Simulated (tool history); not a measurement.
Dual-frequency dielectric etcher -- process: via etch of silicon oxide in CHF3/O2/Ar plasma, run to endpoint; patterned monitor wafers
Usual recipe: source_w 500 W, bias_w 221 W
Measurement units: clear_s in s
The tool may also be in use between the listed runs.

run    hour  source_w  bias_w  wafers since the last listed run  hours since the last wet clean  hours since the last source power generator calibration  hours since the last bias power generator calibration  hours since the last upper electrode change  incoming incoming film thickness, nm  clear_s
  1       0       500     192                                 0                           299.9                                                   2225.4                                                 3170.8                                       1722.1                                 661.2    349.7
  2    59.8       500     192                               232                           359.7                                                   2285.2                                                 3230.6                                       1781.9                                 679.4    362.4
  3    97.3       500     252                               145                           397.2                                                   2322.7                                                 3268.1                                       1819.4                                 666.2    304.7
  4   158.5       500     221                               237                           458.4                                                   2383.9                                                 3329.3                                       1880.6                                 668.6    333.1
        201  -- wet clean of the chamber
  5   224.7       500     221                               163                            23.7                                                   2450.1                                                 3395.5                                       1946.8                                 672.4    328.9
  6   262.2       500     221                               145                            61.2                                                   2487.6                                                   3433                                       1984.3                                 674.1    334.1
  7   298.5       500     221                               140                            97.5                                                   2523.9                                                 3469.3                                       2020.6                                   675    332.7
  8   369.8       500     221                               276                           168.8                                                   2595.2                                                 3540.6                                       2091.9                                 667.9    328.7
  9     438       500     221                               264                             237                                                   2663.4                                                 3608.8                                       2160.1                                 668.9    335.3
 10   518.2       500     221                               311                           317.2                                                   2743.6                                                   3689                                       2240.3                                 667.5    329.6
 11   586.5       500     221                               265                           385.5                                                   2811.9                                                 3757.3                                       2308.6                                 675.9    333.8
 12   624.6       500     221                               147                           423.6                                                     2850                                                 3795.4                                       2346.7                                 677.9    334.6
      715.3  -- wet clean of the chamber
 13   730.7       500     221                               318                            15.4                                                   2956.1                                                 3901.5                                       2452.8                                   673    332.6
 14   808.4       520     221                               301                            93.1                                                   3033.8                                                 3979.2                                       2530.5                                 663.9    321.7
      840.9  -- upper electrode replaced
 15   893.3       520     221                               236                             178                                                   3118.7                                                 4064.1                                         52.4                                 667.1    323.5
 16   998.4       520     221                               408                           283.1                                                   3223.8                                                 4169.2                                        157.5                                 664.3    322.4
 17  1100.9       430     191                               398                           385.6                                                   3326.3                                                 4271.7                                          260                                 669.8    391.6
     1196.5  -- wet clean of the chamber
 18  1206.4       460     221                               316                             9.9                                                   3431.8                                                 4377.2                                        365.5                                 666.1    352.6
 19    1266       450     184                               231                            69.5                                                   3491.4                                                 4436.8                                        425.1                                 667.3    390.5
 20  1337.4       500     221                               277                           140.9                                                   3562.8                                                 4508.2                                        496.5                                 673.2    329.1
 21  1443.9       580     254                               413                           247.4                                                   3669.3                                                 4614.7                                          603                                 668.9    283.9
 22  1521.2       500     221                               300                           324.7                                                   3746.6                                                   4692                                        680.3                                 671.2    335.4
     1553.6  -- bias power generator calibrated
     1562.3  -- source power generator calibrated
 23  1600.4       570     272                               276                           403.9                                                     38.1                                                   46.8                                        759.5                                 668.6      279
     1670.6  -- wet clean of the chamber
 24  1671.1       610     221                               181                             0.5                                                    108.8                                                  117.5                                        830.2                                 675.2    295.7
 25  1747.7       530     221                               297                            77.1                                                    185.4                                                  194.1                                        906.8                                 667.8    317.5
 26  1797.8       460     168                               194                           127.2                                                    235.5                                                  244.2                                        956.9                                 672.9    401.9
 27  1875.4       600     221                               301                           204.8                                                    313.1                                                  321.8                                       1034.5                                 668.9    295.6
 28  1966.3       440     192                               353                           295.7                                                      404                                                  412.7                                       1125.4                                 668.5      390
 29  2042.8       420     184                               297                           372.2                                                    480.5                                                  489.2                                       1201.9                                   672    414.9
 30  2146.1       500     221                               401                           475.5                                                    583.8                                                  592.5                                       1305.2                                 663.5    328.6
     2208.6  -- wet clean of the chamber
 31  2225.4       540     190                               214                            16.8                                                    663.1                                                  671.8                                       1384.5                                 670.7      345
 32  2327.5       550     196                               396                           118.9                                                    765.2                                                  773.9                                       1486.6                                 668.4    332.9
 33  2399.7       500     221                               280                           191.1                                                    837.4                                                  846.1                                       1558.8                                 667.2    330.2

Run-by-run hidden state of the tool:
etch rate over this chamber's usual, %: 0 at every run
source power that arrives over what is set, %: 0 at every run
bias power that arrives over what is set, %: 0 at every run
